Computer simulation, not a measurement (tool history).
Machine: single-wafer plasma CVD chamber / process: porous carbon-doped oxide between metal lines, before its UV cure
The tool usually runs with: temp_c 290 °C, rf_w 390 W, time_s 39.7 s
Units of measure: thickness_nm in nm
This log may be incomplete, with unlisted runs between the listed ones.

run,day,temp_c,rf_w,time_s,wafers since the last listed run,hours since the last thermocouple change,hours since the last RF generator calibration,hours since the showerhead was replaced,hours since the gauge calibration,"read-back reference wafer on the same gauge, thickness_nm",thickness_nm
1,0.000,290,390,39.7,0,767.1,1582.8,4388.1,71.1,150.887,174.394
2,0.917,293,390,39.7,642,789.1,1604.8,4410.1,93.1,151.010,170.050
3,1.592,290,390,39.7,473,805.3,1621.0,4426.3,109.3,150.964,173.684
4,2.458,290,390,39.7,607,826.1,1641.8,4447.1,130.1,151.066,173.147
5,2.975,290,390,39.7,362,838.5,1654.2,4459.5,142.5,150.974,174.144
6,4.175,290,390,39.7,841,867.3,1683.0,4488.3,171.3,151.009,171.935
7,4.925,290,390,39.7,525,885.3,1701.0,4506.3,189.3,151.106,172.855
8,6.200,290,390,45.2,893,915.9,1731.6,4536.9,219.9,151.190,195.441
9,7.038,290,390,45.2,587,936.0,1751.7,4557.0,240.0,150.964,196.800
10,8.050,290,360,39.7,709,960.3,1776.0,4581.3,264.3,151.069,160.470
11,8.621,276,340,42.2,400,974.0,1789.7,4595.0,278.0,151.053,177.762
12,10.050,290,360,43.6,1001,1008.3,1824.0,4629.3,312.3,151.107,177.324
13,11.425,290,390,39.7,963,1041.3,1857.0,4662.3,345.3,151.132,174.442
14,12.617,290,390,39.7,835,1069.9,1885.6,4690.9,373.9,150.909,171.507
# day 13.138: thermocouple changed; heater temperature recalibrated
15,13.938,290,390,43.2,692,19.2,1917.3,4722.6,405.6,151.080,187.789
# day 14.458: showerhead replaced
16,15.346,304,340,42.0,753,53.0,1951.1,21.3,439.4,150.993,148.913
17,16.179,290,455,37.6,584,73.0,1971.1,41.3,459.4,151.077,186.144
18,17.046,300,430,47.1,607,93.8,1991.9,62.1,480.2,150.855,210.411
19,18.288,283,335,45.4,870,123.6,2021.7,91.9,510.0,151.149,179.145
20,19.212,290,355,39.7,648,145.8,2043.9,114.1,532.2,150.880,158.171
# day 20.271: RF generator calibrated
21,20.554,290,390,39.7,706,178.0,6.8,146.3,564.4,150.977,172.429
22,21.571,280,350,31.9,712,202.4,31.2,170.7,588.8,150.917,135.437
23,23.058,290,390,39.7,1042,238.1,66.9,206.4,624.5,150.986,173.782
24,23.896,299,320,36.4,587,258.2,87.0,226.5,644.6,151.013,125.637
25,24.821,297,390,45.9,648,280.4,109.2,248.7,666.8,150.823,192.774
26,26.217,280,350,31.9,978,313.9,142.7,282.2,700.3,150.780,134.903
27,27.358,290,460,39.7,800,341.3,170.1,309.6,727.7,151.232,197.345
# day 27.633: gauge calibrated
28,28.300,290,390,39.7,660,363.9,192.7,332.2,16.0,150.966,172.491
29,29.171,298,370,33.2,610,384.8,213.6,353.1,36.9,151.019,132.898

Run 30 is up next; what results do you expect?
30,30.112,282,390,32.4,660,407.4,236.2,375.7,59.5,?,?

{"run 30": {"read-back reference wafer on the same gauge, thickness_nm": 151.013, "thickness_nm": 147.99}}
Take away the tool's hidden state, keep the run-to-run variation as it was, and the same run would have given thickness_nm 147.990 nm.
